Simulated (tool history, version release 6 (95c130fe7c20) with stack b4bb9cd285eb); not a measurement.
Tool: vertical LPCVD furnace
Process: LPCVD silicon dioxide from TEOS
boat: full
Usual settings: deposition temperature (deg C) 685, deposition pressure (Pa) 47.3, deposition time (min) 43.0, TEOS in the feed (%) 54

run    hour  deposition temperature (deg C)  deposition pressure (Pa)  deposition time (min)  TEOS in the feed (%)  read-back reference wafer on the same gauge, thickness  film thickness on the monitor wafer in the middle of the boat (Å)
  1     0.0                             685                      47.3                   43.0                    54                                                  226.36                                                             2096.0
  2    41.1                             677                      47.3                   43.0                    54                                                  226.08                                                             1733.7
  3    98.8                             677                      47.3                   43.0                    54                                                  225.75                                                             1725.7
  4   136.4                             685                      47.3                   43.0                    54                                                  225.42                                                             2085.9
  5   230.8                             685                      47.3                   43.0                    54                                                  224.58                                                             2088.6
  6   276.4                             685                      47.3                   43.0                    54                                                  224.34                                                             2078.4
  7   325.8                             685                      47.3                   43.0                    54                                                  223.80                                                             2071.3
  8   357.8                             685                      47.3                   43.0                    54                                                  223.72                                                             2076.9
  9   385.9                             694                      47.3                   43.0                    58                                                  223.45                                                             2655.3
      420.7  -- gauge calibrated
 10   446.3                             694                      47.3                   43.0                    58                                                  230.30                                                             2746.4
 11   516.0                             685                      47.3                   50.5                    46                                                  230.20                                                             2315.2
 12   640.9                             685                      42.7                   43.0                    48                                                  230.19                                                             1916.0
 13   695.7                             697                      53.3                   29.0                    50                                                  230.17                                                             1951.6
      764.5  -- TEOS flow controller replaced
      827.3  -- pressure gauge zeroed
      838.2  -- thermocouples replaced and temperature profile calibrated
 14   838.7                             694                      47.3                   54.0                    54                                                  229.81                                                             3314.2
 15   888.5                             675                      57.3                   28.5                    65                                                  229.93                                                             1337.5
 16   934.6                             680                      47.3                   43.0                    54                                                  229.46                                                             1887.3
 17   998.2                             685                      47.3                   43.0                    54                                                  229.33                                                             2124.6
 18  1065.5                             677                      47.3                   43.0                    54                                                  228.99                                                             1751.4
 19  1130.1                             680                      37.3                   43.0                    46                                                  228.76                                                             1535.1
 20  1171.5                             685                      47.3                   43.0                    54                                                  228.70                                                             2118.7
 21  1201.7                             685                      47.3                   43.0                    54                                                  228.45                                                             2115.9

Forecast each of these 5 alternatives for the next run:
  A  1205.5                             685                      47.3                   43.0                    58                                                       ?                                                                  ?
  B  1205.5                             685                      47.3                   43.0                    63                                                       ?                                                                  ?
  C  1205.5                             694                      47.3                   52.0                    54                                                       ?                                                                  ?
  D  1205.5                             685                      47.3                   34.5                    57                                                       ?                                                                  ?
  E  1205.5                             697                      43.3                   43.0                    54                                                       ?                                                                  ?

run  read-back reference wafer on the same gauge, thickness  film thickness on the monitor wafer in the middle of the boat (Å)
  A                                                  228.54                                                             2189.3
  B                                                  228.54                                                             2281.8
  C                                                  228.54                                                             3164.2
  D                                                  228.54                                                             1741.4
  E                                                  228.54                                                             2686.2
Without the tool's hidden state the same runs would have given:
run  film thickness on the monitor wafer in the middle of the boat (Å)
  A                                                             2204.3
  B                                                             2297.4
  C                                                             3185.8
  D                                                             1753.3
  E                                                             2704.6

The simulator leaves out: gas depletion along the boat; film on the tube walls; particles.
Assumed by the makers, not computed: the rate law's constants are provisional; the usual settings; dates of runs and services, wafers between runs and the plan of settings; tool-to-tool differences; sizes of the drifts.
